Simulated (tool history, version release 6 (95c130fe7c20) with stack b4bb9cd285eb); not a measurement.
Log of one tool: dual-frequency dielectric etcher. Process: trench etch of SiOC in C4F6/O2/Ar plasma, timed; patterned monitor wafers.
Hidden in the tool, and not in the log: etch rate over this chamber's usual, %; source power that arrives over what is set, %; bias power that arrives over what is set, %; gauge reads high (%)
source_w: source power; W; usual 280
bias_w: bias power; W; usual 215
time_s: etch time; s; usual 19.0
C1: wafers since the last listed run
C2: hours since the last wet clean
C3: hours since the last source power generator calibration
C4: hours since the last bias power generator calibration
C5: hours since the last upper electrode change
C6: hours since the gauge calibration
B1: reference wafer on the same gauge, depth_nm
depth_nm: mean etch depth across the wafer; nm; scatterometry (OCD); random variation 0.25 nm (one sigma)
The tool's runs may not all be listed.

{"run": 1, "day": 0.0, "source_w": 280, "bias_w": 215, "time_s": 19.0, "C1": 0, "C2": 86.2, "C3": 2326.1, "C4": 3004.4, "C5": 4115.2, "C6": 110.5, "B1": 40.25, "depth_nm": 38.83}
{"run": 2, "day": 0.612, "source_w": 280, "bias_w": 215, "time_s": 19.0, "C1": 129, "C2": 100.9, "C3": 2340.8, "C4": 3019.1, "C5": 4129.9, "C6": 125.2, "B1": 40.27, "depth_nm": 38.51}
{"run": 3, "day": 1.117, "source_w": 280, "bias_w": 215, "time_s": 19.0, "C1": 106, "C2": 113.0, "C3": 2352.9, "C4": 3031.2, "C5": 4142.0, "C6": 137.3, "B1": 40.27, "depth_nm": 38.78}
{"run": 4, "day": 1.633, "source_w": 280, "bias_w": 215, "time_s": 19.0, "C1": 109, "C2": 125.4, "C3": 2365.3, "C4": 3043.6, "C5": 4154.4, "C6": 149.7, "B1": 40.29, "depth_nm": 38.59}
{"run": 5, "day": 2.346, "source_w": 280, "bias_w": 215, "time_s": 19.0, "C1": 151, "C2": 142.5, "C3": 2382.4, "C4": 3060.7, "C5": 4171.5, "C6": 166.8, "B1": 40.23, "depth_nm": 38.44}
{"run": 6, "day": 2.671, "source_w": 280, "bias_w": 215, "time_s": 19.0, "C1": 68, "C2": 150.3, "C3": 2390.2, "C4": 3068.5, "C5": 4179.3, "C6": 174.6, "B1": 40.31, "depth_nm": 38.07}
{"run": 7, "day": 3.392, "source_w": 280, "bias_w": 215, "time_s": 19.0, "C1": 152, "C2": 167.6, "C3": 2407.5, "C4": 3085.8, "C5": 4196.6, "C6": 191.9, "B1": 40.27, "depth_nm": 38.14}
{"run": 8, "day": 3.896, "source_w": 280, "bias_w": 215, "time_s": 19.0, "C1": 106, "C2": 179.7, "C3": 2419.6, "C4": 3097.9, "C5": 4208.7, "C6": 204.0, "B1": 40.28, "depth_nm": 38.12}
{"run": 9, "day": 4.258, "source_w": 280, "bias_w": 246, "time_s": 19.0, "C1": 76, "C2": 188.4, "C3": 2428.3, "C4": 3106.6, "C5": 4217.4, "C6": 212.7, "B1": 40.36, "depth_nm": 40.7}
{"run": 10, "day": 4.975, "source_w": 280, "bias_w": 246, "time_s": 19.0, "C1": 152, "C2": 205.6, "C3": 2445.5, "C4": 3123.8, "C5": 4234.6, "C6": 229.9, "B1": 40.27, "depth_nm": 40.42}
{"run": 11, "day": 5.5, "source_w": 330, "bias_w": 199, "time_s": 19.0, "C1": 111, "C2": 218.2, "C3": 2458.1, "C4": 3136.4, "C5": 4247.2, "C6": 242.5, "B1": 40.23, "depth_nm": 38.22}
{"day": 5.754, "done": "gauge calibrated"}
{"run": 12, "day": 6.15, "source_w": 330, "bias_w": 199, "time_s": 19.0, "C1": 137, "C2": 233.8, "C3": 2473.7, "C4": 3152.0, "C5": 4262.8, "C6": 9.5, "B1": 40.38, "depth_nm": 38.48}
{"day": 7.488, "done": "upper electrode replaced, of another model than before"}
{"run": 13, "day": 7.508, "source_w": 280, "bias_w": 215, "time_s": 22.5, "C1": 76, "C2": 266.4, "C3": 2506.3, "C4": 3184.6, "C5": 0.5, "C6": 42.1, "B1": 40.36, "depth_nm": 44.55}
{"run": 14, "day": 7.525, "source_w": 280, "bias_w": 215, "time_s": 22.5, "C1": 3, "C2": 266.8, "C3": 2506.7, "C4": 3185.0, "C5": 0.9, "C6": 42.5, "B1": 40.2, "depth_nm": 44.45}
{"run": 15, "day": 7.538, "source_w": 280, "bias_w": 215, "time_s": 15.0, "C1": 2, "C2": 267.1, "C3": 2507.0, "C4": 3185.3, "C5": 1.2, "C6": 42.8, "B1": 40.34, "depth_nm": 29.6}
{"run": 16, "day": 7.829, "source_w": 330, "bias_w": 197, "time_s": 19.0, "C1": 61, "C2": 274.1, "C3": 2514.0, "C4": 3192.3, "C5": 8.2, "C6": 49.8, "B1": 40.31, "depth_nm": 38.11}
{"day": 8.221, "done": "bias power generator calibrated"}
{"run": 17, "day": 8.242, "source_w": 280, "bias_w": 193, "time_s": 19.0, "C1": 52, "C2": 284.0, "C3": 2523.9, "C4": 0.5, "C5": 18.1, "C6": 59.7, "B1": 40.28, "depth_nm": 36.42}
{"run": 18, "day": 8.479, "source_w": 280, "bias_w": 215, "time_s": 19.0, "C1": 50, "C2": 289.7, "C3": 2529.6, "C4": 6.2, "C5": 23.8, "C6": 65.4, "B1": 40.23, "depth_nm": 37.77}
{"run": 19, "day": 9.038, "source_w": 330, "bias_w": 164, "time_s": 22.0, "C1": 118, "C2": 303.1, "C3": 2543.0, "C4": 19.6, "C5": 37.2, "C6": 78.8, "B1": 40.27, "depth_nm": 41.48}
{"day": 10.129, "done": "wet clean of the chamber"}
{"run": 20, "day": 10.15, "source_w": 300, "bias_w": 243, "time_s": 22.5, "C1": 23, "C2": 0.5, "C3": 2569.7, "C4": 46.3, "C5": 63.9, "C6": 105.5, "B1": 40.34, "depth_nm": 49.16}
{"run": 21, "day": 10.262, "source_w": 280, "bias_w": 215, "time_s": 19.0, "C1": 23, "C2": 3.2, "C3": 2572.4, "C4": 49.0, "C5": 66.6, "C6": 108.2, "B1": 40.28, "depth_nm": 39.33}
{"day": 10.454, "done": "source power generator calibrated"}
{"run": 22, "day": 10.596, "source_w": 280, "bias_w": 244, "time_s": 20.5, "C1": 35, "C2": 11.2, "C3": 3.4, "C4": 57.0, "C5": 74.6, "C6": 116.2, "B1": 40.31, "depth_nm": 43.72}
{"run": 23, "day": 11.162, "source_w": 350, "bias_w": 215, "time_s": 22.5, "C1": 120, "C2": 24.8, "C3": 17.0, "C4": 70.6, "C5": 88.2, "C6": 129.8, "B1": 40.26, "depth_nm": 48.53}
{"run": 24, "day": 11.617, "source_w": 240, "bias_w": 215, "time_s": 19.0, "C1": 96, "C2": 35.7, "C3": 27.9, "C4": 81.5, "C5": 99.1, "C6": 140.7, "B1": 40.29, "depth_nm": 38.01}
{"run": 25, "day": 12.358, "source_w": 280, "bias_w": 267, "time_s": 14.0, "C1": 157, "C2": 53.5, "C3": 45.7, "C4": 99.3, "C5": 116.9, "C6": 158.5, "B1": 40.33, "depth_nm": 30.85}
{"run": 26, "day": 12.917, "source_w": 280, "bias_w": 215, "time_s": 19.0, "C1": 118, "C2": 66.9, "C3": 59.1, "C4": 112.7, "C5": 130.3, "C6": 171.9, "B1": 40.36, "depth_nm": 39.29}
{"run": 27, "day": 13.333, "source_w": 280, "bias_w": 268, "time_s": 14.5, "C1": 88, "C2": 76.9, "C3": 69.1, "C4": 122.7, "C5": 140.3, "C6": 181.9, "B1": 40.29, "depth_nm": 31.57}
{"run": 28, "day": 13.979, "source_w": 260, "bias_w": 198, "time_s": 17.0, "C1": 137, "C2": 92.4, "C3": 84.6, "C4": 138.2, "C5": 155.8, "C6": 197.4, "B1": 40.28, "depth_nm": 33.55}
{"run": 29, "day": 14.342, "source_w": 260, "bias_w": 215, "time_s": 23.0, "C1": 76, "C2": 101.1, "C3": 93.3, "C4": 146.9, "C5": 164.5, "C6": 206.1, "B1": 40.31, "depth_nm": 46.57}
{"run": 30, "day": 15.071, "source_w": 300, "bias_w": 257, "time_s": 14.5, "C1": 154, "C2": 118.6, "C3": 110.8, "C4": 164.4, "C5": 182.0, "C6": 223.6, "B1": 40.26, "depth_nm": 31.73}
{"run": 31, "day": 15.808, "source_w": 330, "bias_w": 166, "time_s": 16.0, "C1": 156, "C2": 136.3, "C3": 128.5, "C4": 182.1, "C5": 199.7, "C6": 241.3, "B1": 40.24, "depth_nm": 31.15}

Hidden state at the last listed run before each entry between runs and at the first one after, where it differs:
Between runs 11 and 12: gauge calibrated (day 5.754)
  etch rate over this chamber's usual, %: -3.37 -> -3.59
  measured less the result without the state, depth_nm: -1.33 -> -1.44 nm
Between runs 12 and 13: upper electrode replaced, of another model than before (day 7.488)
  etch rate over this chamber's usual, %: -3.59 -> -4.05
  measured less the result without the state, depth_nm: -1.44 -> -1.88 nm
Between runs 16 and 17: bias power generator calibrated (day 8.221)
  etch rate over this chamber's usual, %: -4.16 -> -4.3
  measured less the result without the state, depth_nm: -1.65 -> -1.63 nm
Between runs 19 and 20: wet clean of the chamber (day 10.129)
  etch rate over this chamber's usual, %: -4.57 -> 0.4
  measured less the result without the state, depth_nm: -1.98 -> +0.20 nm
Between runs 21 and 22: source power generator calibrated (day 10.454)
  etch rate over this chamber's usual, %: 0.362 -> 0.249
  measured less the result without the state, depth_nm: +0.14 -> +0.11 nm
